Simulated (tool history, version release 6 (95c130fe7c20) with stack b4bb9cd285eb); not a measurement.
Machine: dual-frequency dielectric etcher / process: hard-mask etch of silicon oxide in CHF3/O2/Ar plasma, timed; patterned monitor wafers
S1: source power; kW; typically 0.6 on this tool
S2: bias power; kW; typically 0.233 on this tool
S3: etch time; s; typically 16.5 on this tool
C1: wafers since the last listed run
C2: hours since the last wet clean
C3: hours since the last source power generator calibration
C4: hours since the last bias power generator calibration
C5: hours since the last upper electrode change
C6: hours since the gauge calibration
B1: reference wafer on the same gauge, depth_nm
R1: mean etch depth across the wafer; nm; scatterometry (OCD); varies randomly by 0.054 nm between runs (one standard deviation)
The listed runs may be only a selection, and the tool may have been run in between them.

{"run": 1, "hour": 0.0, "S1": 0.6, "S2": 0.233, "S3": 16.5, "C1": 0, "C2": 281.8, "C3": 2430.1, "C4": 1924.7, "C5": 2337.6, "C6": 162.2, "B1": 29.3, "R1": 36.41}
{"hour": 10.7, "done": "gauge calibrated"}
{"run": 2, "hour": 15.6, "S1": 0.6, "S2": 0.233, "S3": 16.5, "C1": 322, "C2": 297.4, "C3": 2445.7, "C4": 1940.3, "C5": 2353.2, "C6": 4.9, "B1": 29.3, "R1": 36.47}
{"run": 3, "hour": 22.1, "S1": 0.6, "S2": 0.233, "S3": 16.5, "C1": 134, "C2": 303.9, "C3": 2452.2, "C4": 1946.8, "C5": 2359.7, "C6": 11.4, "B1": 29.28, "R1": 36.43}
{"run": 4, "hour": 28.3, "S1": 0.6, "S2": 0.233, "S3": 16.5, "C1": 128, "C2": 310.1, "C3": 2458.4, "C4": 1953, "C5": 2365.9, "C6": 17.6, "B1": 29.31, "R1": 36.43}
{"run": 5, "hour": 43.5, "S1": 0.6, "S2": 0.233, "S3": 16.5, "C1": 314, "C2": 325.3, "C3": 2473.6, "C4": 1968.2, "C5": 2381.1, "C6": 32.8, "B1": 29.29, "R1": 36.53}
{"run": 6, "hour": 58.6, "S1": 0.6, "S2": 0.233, "S3": 16.5, "C1": 312, "C2": 340.4, "C3": 2488.7, "C4": 1983.3, "C5": 2396.2, "C6": 47.9, "B1": 29.3, "R1": 36.46}
{"run": 7, "hour": 68.5, "S1": 0.6, "S2": 0.233, "S3": 16.5, "C1": 204, "C2": 350.3, "C3": 2498.6, "C4": 1993.2, "C5": 2406.1, "C6": 57.8, "B1": 29.29, "R1": 36.46}
{"run": 8, "hour": 82.2, "S1": 0.6, "S2": 0.233, "S3": 16.5, "C1": 283, "C2": 364, "C3": 2512.3, "C4": 2006.9, "C5": 2419.8, "C6": 71.5, "B1": 29.29, "R1": 36.44}
{"run": 9, "hour": 92.7, "S1": 0.6, "S2": 0.233, "S3": 16.5, "C1": 217, "C2": 374.5, "C3": 2522.8, "C4": 2017.4, "C5": 2430.3, "C6": 82, "B1": 29.31, "R1": 36.61}
{"run": 10, "hour": 105.9, "S1": 0.6, "S2": 0.233, "S3": 16.5, "C1": 273, "C2": 387.7, "C3": 2536, "C4": 2030.6, "C5": 2443.5, "C6": 95.2, "B1": 29.29, "R1": 36.5}
{"run": 11, "hour": 122.0, "S1": 0.6, "S2": 0.22, "S3": 16.5, "C1": 333, "C2": 403.8, "C3": 2552.1, "C4": 2046.7, "C5": 2459.6, "C6": 111.3, "B1": 29.3, "R1": 36}
{"run": 12, "hour": 138.4, "S1": 0.6, "S2": 0.233, "S3": 16.5, "C1": 339, "C2": 420.2, "C3": 2568.5, "C4": 2063.1, "C5": 2476, "C6": 127.7, "B1": 29.32, "R1": 36.64}
{"run": 13, "hour": 146.2, "S1": 0.6, "S2": 0.233, "S3": 16.5, "C1": 161, "C2": 428, "C3": 2576.3, "C4": 2070.9, "C5": 2483.8, "C6": 135.5, "B1": 29.31, "R1": 36.51}
{"hour": 160.2, "done": "source power generator calibrated"}
{"hour": 186.0, "done": "wet clean of the chamber"}
{"run": 14, "hour": 186.5, "S1": 0.54, "S2": 0.264, "S3": 19, "C1": 254, "C2": 0.5, "C3": 26.3, "C4": 2111.2, "C5": 2524.1, "C6": 175.8, "B1": 29.3, "R1": 41.46}
{"run": 15, "hour": 187.8, "S1": 0.72, "S2": 0.233, "S3": 19, "C1": 26, "C2": 1.8, "C3": 27.6, "C4": 2112.5, "C5": 2525.4, "C6": 177.1, "B1": 29.29, "R1": 44.75}
{"run": 16, "hour": 202.5, "S1": 0.6, "S2": 0.233, "S3": 16.5, "C1": 304, "C2": 16.5, "C3": 42.3, "C4": 2127.2, "C5": 2540.1, "C6": 191.8, "B1": 29.3, "R1": 36.18}
{"run": 17, "hour": 211.8, "S1": 0.5, "S2": 0.211, "S3": 12.5, "C1": 192, "C2": 25.8, "C3": 51.6, "C4": 2136.5, "C5": 2549.4, "C6": 201.1, "B1": 29.28, "R1": 24.88}
{"hour": 227.1, "done": "gauge calibrated"}
{"hour": 235.1, "done": "bias power generator calibrated"}
{"hour": 241.7, "done": "upper electrode replaced"}
{"run": 18, "hour": 242.2, "S1": 0.69, "S2": 0.258, "S3": 16.5, "C1": 409, "C2": 56.2, "C3": 82, "C4": 7.1, "C5": 0.5, "C6": 15.1, "B1": 29.29, "R1": 39.25}
{"run": 19, "hour": 242.5, "S1": 0.6, "S2": 0.233, "S3": 16.5, "C1": 6, "C2": 56.5, "C3": 82.3, "C4": 7.4, "C5": 0.8, "C6": 15.4, "B1": 29.31, "R1": 36.2}
{"run": 20, "hour": 245.5, "S1": 0.68, "S2": 0.203, "S3": 16.5, "C1": 62, "C2": 59.5, "C3": 85.3, "C4": 10.4, "C5": 3.8, "C6": 18.4, "B1": 29.3, "R1": 36.67}
{"run": 21, "hour": 262.4, "S1": 0.73, "S2": 0.233, "S3": 16.5, "C1": 349, "C2": 76.4, "C3": 102.2, "C4": 27.3, "C5": 20.7, "C6": 35.3, "B1": 29.28, "R1": 39.1}
{"run": 22, "hour": 279.7, "S1": 0.47, "S2": 0.233, "S3": 16.5, "C1": 357, "C2": 93.7, "C3": 119.5, "C4": 44.6, "C5": 38, "C6": 52.6, "B1": 29.31, "R1": 33}
{"run": 23, "hour": 292.7, "S1": 0.56, "S2": 0.263, "S3": 21, "C1": 268, "C2": 106.7, "C3": 132.5, "C4": 57.6, "C5": 51, "C6": 65.6, "B1": 29.31, "R1": 46.52}
{"run": 24, "hour": 301.2, "S1": 0.71, "S2": 0.21, "S3": 18.5, "C1": 175, "C2": 115.2, "C3": 141, "C4": 66.1, "C5": 59.5, "C6": 74.1, "B1": 29.29, "R1": 42.37}
{"run": 25, "hour": 311.8, "S1": 0.6, "S2": 0.249, "S3": 12, "C1": 219, "C2": 125.8, "C3": 151.6, "C4": 76.7, "C5": 70.1, "C6": 84.7, "B1": 29.3, "R1": 26.9}
{"run": 26, "hour": 319.3, "S1": 0.6, "S2": 0.233, "S3": 16.5, "C1": 155, "C2": 133.3, "C3": 159.1, "C4": 84.2, "C5": 77.6, "C6": 92.2, "B1": 29.31, "R1": 36.29}
{"run": 27, "hour": 334.2, "S1": 0.6, "S2": 0.187, "S3": 18.5, "C1": 308, "C2": 148.2, "C3": 174, "C4": 99.1, "C5": 92.5, "C6": 107.1, "B1": 29.31, "R1": 38.49}

Results per run with the tool's hidden condition removed, run-to-run variation unchanged:
Hidden conditions of the tool in this case: etch rate over this chamber's usual, %; source power that arrives over what is set, %; bias power that arrives over what is set, %; gauge reads high (%).
run=1 R1=36.18
run=2 R1=36.23
run=3 R1=36.18
run=4 R1=36.17
run=5 R1=36.26
run=6 R1=36.18
run=7 R1=36.18
run=8 R1=36.15
run=9 R1=36.31
run=10 R1=36.19
run=11 R1=35.68
run=12 R1=36.3
run=13 R1=36.18
run=14 R1=41.47
run=15 R1=44.77
run=16 R1=36.18
run=17 R1=24.88
run=18 R1=39.22
run=19 R1=36.17
run=20 R1=36.64
run=21 R1=39.05
run=22 R1=32.95
run=23 R1=46.44
run=24 R1=42.28
run=25 R1=26.84
run=26 R1=36.2
run=27 R1=38.39

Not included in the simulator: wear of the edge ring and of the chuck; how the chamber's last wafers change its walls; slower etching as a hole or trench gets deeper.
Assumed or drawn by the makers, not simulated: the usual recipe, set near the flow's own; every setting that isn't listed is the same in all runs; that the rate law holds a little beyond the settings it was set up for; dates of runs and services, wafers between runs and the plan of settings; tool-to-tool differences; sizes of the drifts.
